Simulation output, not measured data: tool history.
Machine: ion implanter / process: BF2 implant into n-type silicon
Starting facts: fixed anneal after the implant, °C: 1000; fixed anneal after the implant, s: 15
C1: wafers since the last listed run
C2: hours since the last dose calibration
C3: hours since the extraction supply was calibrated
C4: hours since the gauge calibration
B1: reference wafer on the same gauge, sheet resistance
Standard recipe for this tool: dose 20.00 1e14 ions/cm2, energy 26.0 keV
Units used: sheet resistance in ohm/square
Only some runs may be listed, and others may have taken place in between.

run 1 hour=0.0 | dose=23.55 energy=26.0 | C1=0 C2=1103.2 C3=3157.0 C4=626.5 | B1=180.11 | sheet_resistance=157.14
run 2 hour=46.7 | dose=23.55 energy=26.0 | C1=897 C2=1149.9 C3=3203.7 C4=673.2 | B1=179.99 | sheet_resistance=156.38
run 3 hour=71.4 | dose=20.00 energy=26.0 | C1=474 C2=1174.6 C3=3228.4 C4=697.9 | B1=180.00 | sheet_resistance=159.48
run 4 hour=101.7 | dose=20.00 energy=26.0 | C1=582 C2=1204.9 C3=3258.7 C4=728.2 | B1=179.97 | sheet_resistance=159.49
run 5 hour=151.3 | dose=20.00 energy=26.0 | C1=952 C2=1254.5 C3=3308.3 C4=777.8 | B1=179.95 | sheet_resistance=159.43
run 6 hour=345.5 | dose=20.00 energy=26.0 | C1=3730 C2=1448.7 C3=3502.5 C4=972.0 | B1=180.02 | sheet_resistance=158.32
run 7 hour=401.9 | dose=20.00 energy=26.0 | C1=1083 C2=1505.1 C3=3558.9 C4=1028.4 | B1=179.94 | sheet_resistance=158.03
run 8 hour=469.2 | dose=24.23 energy=26.0 | C1=1292 C2=1572.4 C3=3626.2 C4=1095.7 | B1=179.88 | sheet_resistance=155.63
run 9 hour=527.0 | dose=20.00 energy=24.0 | C1=1110 C2=1630.2 C3=3684.0 C4=1153.5 | B1=180.14 | sheet_resistance=165.26
-- hour=557.7 gauge calibrated
run 10 hour=586.4 | dose=20.00 energy=24.0 | C1=1140 C2=1689.6 C3=3743.4 C4=28.7 | B1=179.93 | sheet_resistance=166.16
run 11 hour=622.2 | dose=20.00 energy=26.0 | C1=687 C2=1725.4 C3=3779.2 C4=64.5 | B1=179.94 | sheet_resistance=158.40
run 12 hour=681.7 | dose=20.00 energy=26.0 | C1=1142 C2=1784.9 C3=3838.7 C4=124.0 | B1=180.10 | sheet_resistance=158.51
-- hour=779.6 extraction supply calibrated
run 13 hour=793.0 | dose=20.00 energy=26.0 | C1=1984 C2=1896.2 C3=13.4 C4=235.3 | B1=179.93 | sheet_resistance=158.01
-- hour=853.9 Faraday cup replaced and dose calibrated
run 14 hour=855.4 | dose=20.00 energy=26.0 | C1=1044 C2=1.5 C3=75.8 C4=297.7 | B1=179.91 | sheet_resistance=159.48
run 15 hour=890.4 | dose=14.33 energy=31.0 | C1=672 C2=36.5 C3=110.8 C4=332.7 | B1=180.06 | sheet_resistance=151.08
run 16 hour=919.8 | dose=17.30 energy=26.0 | C1=564 C2=65.9 C3=140.2 C4=362.1 | B1=180.08 | sheet_resistance=160.83
run 17 hour=990.3 | dose=23.88 energy=34.0 | C1=1354 C2=136.4 C3=210.7 C4=432.6 | B1=180.03 | sheet_resistance=135.28
run 18 hour=1050.8 | dose=20.00 energy=22.5 | C1=1162 C2=196.9 C3=271.2 C4=493.1 | B1=180.04 | sheet_resistance=171.08
run 19 hour=1117.2 | dose=20.00 energy=30.5 | C1=1275 C2=263.3 C3=337.6 C4=559.5 | B1=179.91 | sheet_resistance=145.90
run 20 hour=1186.8 | dose=16.93 energy=26.0 | C1=1336 C2=332.9 C3=407.2 C4=629.1 | B1=180.06 | sheet_resistance=161.92
run 21 hour=1243.7 | dose=17.35 energy=19.0 | C1=1092 C2=389.8 C3=464.1 C4=686.0 | B1=180.02 | sheet_resistance=188.06
run 22 hour=1275.5 | dose=25.90 energy=30.5 | C1=610 C2=421.6 C3=495.9 C4=717.8 | B1=180.13 | sheet_resistance=142.51
run 23 hour=1319.4 | dose=23.29 energy=30.0 | C1=843 C2=465.5 C3=539.8 C4=761.7 | B1=180.00 | sheet_resistance=145.63
run 24 hour=1356.9 | dose=20.00 energy=26.0 | C1=720 C2=503.0 C3=577.3 C4=799.2 | B1=180.05 | sheet_resistance=159.06
run 25 hour=1397.0 | dose=15.14 energy=20.0 | C1=770 C2=543.1 C3=617.4 C4=839.3 | B1=180.03 | sheet_resistance=187.03
run 26 hour=1453.7 | dose=22.80 energy=20.0 | C1=1089 C2=599.8 C3=674.1 C4=896.0 | B1=179.86 | sheet_resistance=177.63
run 27 hour=1492.5 | dose=23.99 energy=26.0 | C1=745 C2=638.6 C3=712.9 C4=934.8 | B1=179.89 | sheet_resistance=156.69

5 ways to go on from here, each from the tool as it stands after run 27. What would each give?
run A hour=1492.9 | dose=15.91 energy=26.0 | C1=7 C2=639.0 C3=713.3 C4=935.2 | B1=? | sheet_resistance=?
run B hour=1492.9 | dose=14.83 energy=18.5 | C1=7 C2=639.0 C3=713.3 C4=935.2 | B1=? | sheet_resistance=?
run C hour=1492.9 | dose=21.94 energy=19.5 | C1=7 C2=639.0 C3=713.3 C4=935.2 | B1=? | sheet_resistance=?
run D hour=1492.9 | dose=25.98 energy=18.5 | C1=7 C2=639.0 C3=713.3 C4=935.2 | B1=? | sheet_resistance=?
run E hour=1492.9 | dose=24.90 energy=23.0 | C1=7 C2=639.0 C3=713.3 C4=935.2 | B1=? | sheet_resistance=?

run=A B1=180.19 sheet_resistance=162.32
run=B B1=180.19 sheet_resistance=194.54
run=C B1=180.19 sheet_resistance=181.22
run=D B1=180.19 sheet_resistance=182.95
run=E B1=180.19 sheet_resistance=165.34
With the hidden condition removed and each run's random variation left untouched, the same runs would have given:
run=A sheet_resistance=162.32
run=B sheet_resistance=194.54
run=C sheet_resistance=181.22
run=D sheet_resistance=182.95
run=E sheet_resistance=165.34
